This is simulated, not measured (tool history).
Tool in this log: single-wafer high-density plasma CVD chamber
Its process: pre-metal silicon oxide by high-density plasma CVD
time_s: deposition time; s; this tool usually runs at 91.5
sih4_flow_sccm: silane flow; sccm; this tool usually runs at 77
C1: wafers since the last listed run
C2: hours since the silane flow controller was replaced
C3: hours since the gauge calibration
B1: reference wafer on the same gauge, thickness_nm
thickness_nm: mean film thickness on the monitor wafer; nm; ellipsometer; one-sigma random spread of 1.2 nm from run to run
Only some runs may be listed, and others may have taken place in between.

Run 1, hour 0.0: usual settings; C1 0; C2 4070.5; C3 16.6; B1 578.176. Result: thickness_nm 631.941 nm.
Run 2, hour 18.8: usual settings but time_s 84.0 s, sih4_flow_sccm 84 sccm; C1 188; C2 4089.3; C3 35.4; B1 578.069. Result: thickness_nm 633.183 nm.
Run 3, hour 36.6: usual settings but time_s 84.0 s, sih4_flow_sccm 84 sccm; C1 178; C2 4107.1; C3 53.2; B1 578.218. Result: thickness_nm 632.900 nm.
Run 4, hour 60.8: usual settings but time_s 80.9 s, sih4_flow_sccm 81 sccm; C1 242; C2 4131.3; C3 77.4; B1 577.991. Result: thickness_nm 588.765 nm.
Run 5, hour 77.1: usual settings but time_s 80.9 s, sih4_flow_sccm 81 sccm; C1 163; C2 4147.6; C3 93.7; B1 577.771. Result: thickness_nm 589.624 nm.
Run 6, hour 98.4: usual settings; C1 213; C2 4168.9; C3 115.0; B1 578.009. Result: thickness_nm 634.279 nm.
Run 7, hour 154.5: usual settings; C1 561; C2 4225.0; C3 171.1; B1 577.869. Result: thickness_nm 635.645 nm.
Run 8, hour 183.2: usual settings; C1 287; C2 4253.7; C3 199.8; B1 578.212. Result: thickness_nm 633.179 nm.
Run 9, hour 201.3: usual settings but sih4_flow_sccm 81 sccm; C1 181; C2 4271.8; C3 217.9; B1 577.702. Result: thickness_nm 664.948 nm.
Run 10, hour 251.9: usual settings but sih4_flow_sccm 81 sccm; C1 506; C2 4322.4; C3 268.5; B1 577.979. Result: thickness_nm 666.833 nm.
Run 11, hour 265.0: usual settings but sih4_flow_sccm 81 sccm; C1 131; C2 4335.5; C3 281.6; B1 577.814. Result: thickness_nm 664.595 nm.
Run 12, hour 285.6: usual settings; C1 206; C2 4356.1; C3 302.2; B1 578.066. Result: thickness_nm 632.251 nm.
Run 13, hour 310.9: usual settings but time_s 79.8 s, sih4_flow_sccm 87 sccm; C1 253; C2 4381.4; C3 327.5; B1 577.975. Result: thickness_nm 622.411 nm.
Run 14, hour 338.4: usual settings; C1 275; C2 4408.9; C3 355.0; B1 578.032. Result: thickness_nm 631.988 nm.
Run 15, hour 373.1: usual settings but time_s 86.2 s; C1 347; C2 4443.6; C3 389.7; B1 577.992. Result: thickness_nm 595.485 nm.
At hour 384.3: gauge calibrated.
Run 16, hour 408.2: usual settings but time_s 103.1 s, sih4_flow_sccm 64 sccm; C1 351; C2 4478.7; C3 23.9; B1 577.979. Result: thickness_nm 592.413 nm.
At hour 420.5: silane flow controller replaced.
Run 17, hour 443.4: usual settings; C1 272; C2 22.9; C3 59.1; B1 577.836. Result: thickness_nm 671.911 nm.
Run 18, hour 469.7: usual settings but time_s 73.8 s, sih4_flow_sccm 66 sccm; C1 263; C2 49.2; C3 85.4; B1 577.815. Result: thickness_nm 464.172 nm.
Run 19, hour 494.7: usual settings but time_s 102.5 s, sih4_flow_sccm 91 sccm; C1 250; C2 74.2; C3 110.4; B1 577.833. Result: thickness_nm 886.260 nm.
Run 20, hour 528.8: usual settings but time_s 96.4 s, sih4_flow_sccm 88 sccm; C1 341; C2 108.3; C3 144.5; B1 577.818. Result: thickness_nm 805.611 nm.
Run 21, hour 563.6: usual settings but time_s 108.4 s, sih4_flow_sccm 88 sccm; C1 348; C2 143.1; C3 179.3; B1 577.726. Result: thickness_nm 904.888 nm.
Run 22, hour 580.6: usual settings; C1 170; C2 160.1; C3 196.3; B1 578.240. Result: thickness_nm 667.225 nm.
Run 23, hour 612.8: usual settings; C1 322; C2 192.3; C3 228.5; B1 577.929. Result: thickness_nm 666.450 nm.
Run 24, hour 625.6: usual settings but time_s 79.7 s; C1 128; C2 205.1; C3 241.3; B1 578.092. Result: thickness_nm 579.388 nm.
Run 25, hour 655.3: usual settings but time_s 83.6 s, sih4_flow_sccm 92 sccm; C1 297; C2 234.8; C3 271.0; B1 577.855. Result: thickness_nm 726.622 nm.

5 ways to go on from here, each from the tool as it stands after run 25. What would each give?
Run A, hour 655.7: usual settings; C1 4; C2 235.2; C3 271.4; B1 ?. Result: thickness_nm ?.
Run B, hour 655.7: usual settings but time_s 102.8 s; C1 4; C2 235.2; C3 271.4; B1 ?. Result: thickness_nm ?.
Run C, hour 655.7: usual settings but time_s 80.8 s; C1 4; C2 235.2; C3 271.4; B1 ?. Result: thickness_nm ?.
Run D, hour 655.7: usual settings but time_s 73.4 s, sih4_flow_sccm 62 sccm; C1 4; C2 235.2; C3 271.4; B1 ?. Result: thickness_nm ?.
Run E, hour 655.7: usual settings but time_s 82.8 s, sih4_flow_sccm 87 sccm; C1 4; C2 235.2; C3 271.4; B1 ?. Result: thickness_nm ?.

run       B1  thickness_nm
  A  577.811       663.998
  B  577.811       746.000
  C  577.811       586.350
  D  577.811       428.887
  E  577.811       678.898
Had the tool no hidden state, the same runs would have come out as:
run  thickness_nm
  A       668.383
  B       750.926
  C       590.222
  D       431.719
  E       683.381

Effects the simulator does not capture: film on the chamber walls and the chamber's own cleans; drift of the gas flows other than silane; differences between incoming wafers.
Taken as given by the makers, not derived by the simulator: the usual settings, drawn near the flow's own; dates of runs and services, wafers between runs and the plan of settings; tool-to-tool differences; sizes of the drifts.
